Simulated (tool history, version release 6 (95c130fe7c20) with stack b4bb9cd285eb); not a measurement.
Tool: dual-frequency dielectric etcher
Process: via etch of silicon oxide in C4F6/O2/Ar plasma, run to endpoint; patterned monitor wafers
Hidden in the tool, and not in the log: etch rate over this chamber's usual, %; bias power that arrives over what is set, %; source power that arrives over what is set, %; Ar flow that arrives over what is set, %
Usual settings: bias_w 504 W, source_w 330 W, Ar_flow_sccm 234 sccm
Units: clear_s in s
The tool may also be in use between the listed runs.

run   hour  bias_w  source_w  Ar_flow_sccm  wafers since the last listed run  hours since the last wet clean  hours since the last bias power generator calibration  hours since the last source power generator calibration  hours since the last Ar flow controller change  hours since the last upper electrode change  incoming incoming film thickness, nm  clear_s
  1    0.0     504       330           234                                 0                            98.0                                                 3813.3                                                   2775.2                                          3913.5                                       5081.2                                 109.6     26.4
  2   21.6     504       330           234                               446                           119.6                                                 3834.9                                                   2796.8                                          3935.1                                       5102.8                                 107.5     25.7
  3   46.4     504       330           234                               513                           144.4                                                 3859.7                                                   2821.6                                          3959.9                                       5127.6                                 107.2     25.5
  4   76.6     504       330           220                               624                           174.6                                                 3889.9                                                   2851.8                                          3990.1                                       5157.8                                 108.1     25.6
  5  110.1     504       330           234                               693                           208.1                                                 3923.4                                                   2885.3                                          4023.6                                       5191.3                                 108.2     25.8
  6  130.9     504       330           234                               430                           228.9                                                 3944.2                                                   2906.1                                          4044.4                                       5212.1                                 107.7     25.6
  7  144.3     504       330           234                               277                           242.3                                                 3957.6                                                   2919.5                                          4057.8                                       5225.5                                 106.7     25.4
  8  170.3     504       330           234                               537                           268.3                                                 3983.6                                                   2945.5                                          4083.8                                       5251.5                                 107.7     25.5
  9  199.3     504       330           234                               599                           297.3                                                 4012.6                                                   2974.5                                          4112.8                                       5280.5                                 109.1     25.7
     233.8  -- upper electrode replaced
 10  234.3     504       330           234                               227                           332.3                                                 4047.6                                                   3009.5                                          4147.8                                          0.5                                 107.0     25.2
 11  246.8     504       330           234                               258                           344.8                                                 4060.1                                                   3022.0                                          4160.3                                         13.0                                 109.1     25.7
 12  261.3     504       330           234                               299                           359.3                                                 4074.6                                                   3036.5                                          4174.8                                         27.5                                 107.9     25.3
 13  280.0     412       260           290                               386                           378.0                                                 4093.3                                                   3055.2                                          4193.5                                         46.2                                 108.1     31.3
     316.8  -- bias power generator calibrated
     323.7  -- wet clean of the chamber
 14  324.2     601       390           234                               688                             0.5                                                    7.4                                                   3099.4                                          4237.7                                         90.4                                 108.5     22.8
 15  324.5     504       330           186                                 6                             0.8                                                    7.7                                                   3099.7                                          4238.0                                         90.7                                 107.6     25.1
 16  344.1     504       330           234                               405                            20.4                                                   27.3                                                   3119.3                                          4257.6                                        110.3                                 108.4     26.2
 17  363.9     619       400           270                               409                            40.2                                                   47.1                                                   3139.1                                          4277.4                                        130.1                                 108.5     22.6
     376.9  -- source power generator calibrated
     391.8  -- Ar flow controller replaced
 18  392.3     396       330           178                               380                            68.6                                                   75.5                                                     15.4                                             0.5                                        158.5                                 107.4     26.3
 19  417.0     504       270           234                               511                            93.3                                                  100.2                                                     40.1                                            25.2                                        183.2                                 108.7     28.9
 20  442.8     433       330           250                               533                           119.1                                                  126.0                                                     65.9                                            51.0                                        209.0                                 107.8     27.1
 21  456.9     504       330           234                               291                           133.2                                                  140.1                                                     80.0                                            65.1                                        223.1                                 108.4     25.7
 22  476.1     504       330           234                               397                           152.4                                                  159.3                                                     99.2                                            84.3                                        242.3                                 109.0     25.7
 23  500.9     604       260           198                               513                           177.2                                                  184.1                                                    124.0                                           109.1                                        267.1                                 105.7     26.7
 24  515.8     604       370           234                               308                           192.1                                                  199.0                                                    138.9                                           124.0                                        282.0                                 109.2     23.3
 25  541.5     504       330           234                               531                           217.8                                                  224.7                                                    164.6                                           149.7                                        307.7                                 108.9     25.7

3 ways to go on from here, each from the tool as it stands after run 25. What would each give?
  A  541.9     504       330           288                                 8                           218.2                                                  225.1                                                    165.0                                           150.1                                        308.1                                 109.3        ?
  B  541.9     593       390           216                                 8                           218.2                                                  225.1                                                    165.0                                           150.1                                        308.1                                 109.3        ?
  C  541.9     605       330           291                                 8                           218.2                                                  225.1                                                    165.0                                           150.1                                        308.1                                 109.3        ?

run  clear_s
  A     26.5
  B     22.4
  C     25.2
Without the tool's hidden state the same runs would have given:
run  clear_s
  A     26.9
  B     22.7
  C     25.6
